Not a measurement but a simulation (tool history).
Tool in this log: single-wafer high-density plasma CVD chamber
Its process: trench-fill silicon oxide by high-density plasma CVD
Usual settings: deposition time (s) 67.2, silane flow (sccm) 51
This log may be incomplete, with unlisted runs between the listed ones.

| run | hour | deposition time (s) | silane flow (sccm) | read-back reference wafer on the same gauge, thickness_nm | mean film thickness on the monitor wafer (angstrom) |
|---|---|---|---|---|---|
| 1 | 0.0 | 67.2 | 48 | 373.079 | 3187.09 |
| 2 | 22.3 | 67.2 | 48 | 372.789 | 3184.50 |
| 3 | 56.5 | 67.2 | 48 | 372.893 | 3201.29 |
| 4 | 102.4 | 75.9 | 51 | 372.769 | 3837.23 |
| 5 | 123.7 | 75.9 | 51 | 373.154 | 3828.05 |
| 6 | 148.4 | 67.2 | 43 | 373.007 | 2873.78 |
| 7 | 163.3 | 67.2 | 43 | 373.037 | 2871.04 |
| 8 | 196.5 | 67.2 | 43 | 372.943 | 2872.96 |
| 9 | 227.5 | 67.2 | 51 | 372.591 | 3418.75 |
| 10 | 239.6 | 67.2 | 55 | 373.454 | 3664.86 |
| 11 | 261.5 | 57.8 | 51 | 373.134 | 2936.46 |
| 12 | 276.4 | 57.8 | 51 | 372.954 | 2924.46 |
| 13 | 293.8 | 57.8 | 51 | 373.227 | 2954.19 |
|  | 294.5 | gauge calibrated |
| 14 | 316.0 | 67.2 | 51 | 373.315 | 3436.30 |
| 15 | 337.0 | 67.2 | 51 | 373.199 | 3438.41 |
| 16 | 363.3 | 58.3 | 43 | 373.172 | 2487.69 |
| 17 | 380.5 | 70.6 | 51 | 372.940 | 3604.31 |
|  | 392.6 | silane flow controller replaced |
| 18 | 397.8 | 70.6 | 51 | 373.037 | 3413.31 |
| 19 | 421.5 | 73.1 | 51 | 373.120 | 3516.94 |
| 20 | 446.6 | 67.2 | 51 | 373.116 | 3244.48 |
| 21 | 466.6 | 75.7 | 55 | 373.163 | 3930.04 |
| 22 | 488.5 | 60.5 | 51 | 372.939 | 2897.40 |
| 23 | 518.4 | 58.3 | 43 | 372.756 | 2386.02 |
| 24 | 552.1 | 59.1 | 42 | 373.214 | 2369.41 |
| 25 | 568.5 | 57.5 | 56 | 373.109 | 3040.83 |
| 26 | 595.9 | 67.2 | 51 | 373.064 | 3248.51 |
| 27 | 623.8 | 76.1 | 54 | 373.285 | 3897.05 |
| 28 | 656.1 | 67.2 | 51 | 373.292 | 3255.36 |
| 29 | 691.4 | 72.6 | 60 | 373.250 | 4122.63 |
| 30 | 703.9 | 67.2 | 51 | 373.015 | 3275.72 |
| 31 | 721.4 | 62.2 | 58 | 372.805 | 3410.57 |
| 32 | 736.3 | 62.1 | 44 | 372.887 | 2596.43 |
| 33 | 748.8 | 71.7 | 48 | 373.281 | 3256.90 |
| 34 | 770.2 | 74.0 | 58 | 372.907 | 4080.09 |
| 35 | 782.5 | 67.2 | 51 | 373.007 | 3288.57 |
| 36 | 803.9 | 79.6 | 44 | 373.411 | 3337.10 |
| 37 | 818.2 | 59.0 | 57 | 373.366 | 3213.27 |
| 38 | 845.5 | 61.4 | 51 | 373.037 | 2982.85 |

Below are 3 alternative next runs, each starting from the tool's condition after run 38. Predict each:
| A | 845.9 | 67.2 | 51 | ? | ? |
| B | 845.9 | 78.6 | 51 | ? | ? |
| C | 845.9 | 56.1 | 58 | ? | ? |

| run | read-back reference wafer on the same gauge, thickness_nm | mean film thickness on the monitor wafer (angstrom) |
|---|---|---|
| A | 372.920 | 3269.23 |
| B | 372.920 | 3823.83 |
| C | 372.920 | 3103.82 |
What these runs would have given with no unlogged condition in the tool:
| run | mean film thickness on the monitor wafer (angstrom) |
|---|---|
| A | 3251.42 |
| B | 3803.00 |
| C | 3086.91 |
